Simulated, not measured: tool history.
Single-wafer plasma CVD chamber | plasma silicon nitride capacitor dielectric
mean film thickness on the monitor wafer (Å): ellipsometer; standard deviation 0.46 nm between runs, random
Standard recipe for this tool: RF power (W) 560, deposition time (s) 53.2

| run | hour | RF power (W) | deposition time (s) | wafers since the last listed run | hours since the last RF generator calibration | hours since the showerhead was replaced | hours since the gauge calibration | read-back reference wafer on the same gauge, thickness_nm | mean film thickness on the monitor wafer (Å) |
|---|---|---|---|---|---|---|---|---|---|
| 1 | 0.0 | 560 | 46.3 | 0 | 1143.9 | 2707.5 | 814.6 | 92.355 | 702.89 |
| 2 | 70.1 | 560 | 46.3 | 2085 | 1214.0 | 2777.6 | 884.7 | 92.224 | 692.13 |
| 3 | 144.9 | 560 | 53.2 | 2225 | 1288.8 | 2852.4 | 959.5 | 92.406 | 801.75 |
|  | 174.4 | RF generator calibrated |
| 4 | 215.9 | 560 | 53.2 | 1874 | 41.5 | 2923.4 | 1030.5 | 92.183 | 797.35 |
| 5 | 277.9 | 480 | 49.4 | 1844 | 103.5 | 2985.4 | 1092.5 | 92.300 | 717.92 |
| 6 | 323.8 | 560 | 45.9 | 1365 | 149.4 | 3031.3 | 1138.4 | 92.281 | 693.90 |
| 7 | 430.3 | 560 | 45.9 | 3168 | 255.9 | 3137.8 | 1244.9 | 92.408 | 691.65 |
| 8 | 521.4 | 560 | 45.9 | 2710 | 347.0 | 3228.9 | 1336.0 | 92.314 | 686.60 |
| 9 | 563.8 | 485 | 53.2 | 1261 | 389.4 | 3271.3 | 1378.4 | 92.383 | 781.18 |
| 10 | 609.6 | 560 | 53.2 | 1362 | 435.2 | 3317.1 | 1424.2 | 92.389 | 800.37 |
| 11 | 679.1 | 560 | 53.2 | 2067 | 504.7 | 3386.6 | 1493.7 | 92.226 | 792.13 |
| 12 | 775.0 | 560 | 53.2 | 2852 | 600.6 | 3482.5 | 1589.6 | 92.250 | 804.90 |
| 13 | 816.2 | 560 | 53.2 | 1225 | 641.8 | 3523.7 | 1630.8 | 92.540 | 797.67 |
| 14 | 868.2 | 640 | 46.3 | 1546 | 693.8 | 3575.7 | 1682.8 | 92.453 | 713.07 |
|  | 1104.2 | showerhead replaced |
| 15 | 1162.5 | 640 | 46.3 | 8517 | 988.1 | 58.3 | 1977.1 | 92.160 | 715.94 |
|  | 1191.9 | gauge calibrated |
| 16 | 1226.9 | 600 | 53.2 | 1915 | 1052.5 | 122.7 | 35.0 | 92.215 | 807.35 |
| 17 | 1496.7 | 600 | 53.2 | 8026 | 1322.3 | 392.5 | 304.8 | 92.273 | 811.33 |
|  | 1541.7 | RF generator calibrated |
| 18 | 1542.2 | 455 | 58.2 | 1115 | 0.5 | 438.0 | 350.3 | 92.374 | 847.67 |
| 19 | 1745.9 | 505 | 53.2 | 6059 | 204.2 | 641.7 | 554.0 | 92.233 | 779.30 |
| 20 | 1824.8 | 560 | 48.0 | 2347 | 283.1 | 720.6 | 632.9 | 92.236 | 719.03 |
| 21 | 1907.4 | 515 | 53.2 | 2457 | 365.7 | 803.2 | 715.5 | 92.331 | 787.05 |
| 22 | 2014.9 | 560 | 53.2 | 3198 | 473.2 | 910.7 | 823.0 | 92.453 | 797.50 |
| 23 | 2080.1 | 530 | 61.5 | 1939 | 538.4 | 975.9 | 888.2 | 92.407 | 917.68 |
| 24 | 2117.5 | 560 | 53.2 | 1112 | 575.8 | 1013.3 | 925.6 | 92.265 | 802.38 |
| 25 | 2350.5 | 560 | 53.2 | 6931 | 808.8 | 1246.3 | 1158.6 | 92.360 | 801.25 |
| 26 | 2395.8 | 560 | 48.0 | 1347 | 854.1 | 1291.6 | 1203.9 | 92.247 | 721.36 |
| 27 | 2497.8 | 560 | 53.2 | 3034 | 956.1 | 1393.6 | 1305.9 | 92.472 | 808.28 |
| 28 | 2563.5 | 560 | 58.8 | 1954 | 1021.8 | 1459.3 | 1371.6 | 92.483 | 880.13 |
| 29 | 2631.4 | 650 | 45.2 | 2019 | 1089.7 | 1527.2 | 1439.5 | 92.561 | 699.44 |
| 30 | 2683.8 | 590 | 62.5 | 1558 | 1142.1 | 1579.6 | 1491.9 | 92.488 | 953.52 |
| 31 | 2761.7 | 590 | 58.4 | 2317 | 1220.0 | 1657.5 | 1569.8 | 92.562 | 885.00 |
|  | 2794.5 | RF generator calibrated |
|  | 2819.0 | gauge calibrated |
| 32 | 2821.3 | 490 | 60.1 | 1535 | 26.8 | 1717.1 | 2.3 | 92.497 | 879.98 |
| 33 | 2895.3 | 610 | 53.2 | 2201 | 100.8 | 1791.1 | 76.3 | 92.607 | 814.69 |
| 34 | 3001.3 | 660 | 62.5 | 3153 | 206.8 | 1897.1 | 182.3 | 92.366 | 960.40 |

Take each entry between the runs: how does the hidden state at the last listed run before it differ from the hidden state at the first listed run after it?
Runs 3 to 4: RF generator calibrated (hour 174.4)
  the hidden state is the same at both runs
Runs 14 to 15: showerhead replaced (hour 1104.2)
  the hidden state is the same at both runs
Runs 15 to 16: gauge calibrated (hour 1191.9)
  the hidden state is the same at both runs
Runs 17 to 18: RF generator calibrated (hour 1541.7)
  the hidden state is the same at both runs
Runs 31 to 32: RF generator calibrated (hour 2794.5); gauge calibrated (hour 2819.0)
  the hidden state is the same at both runs
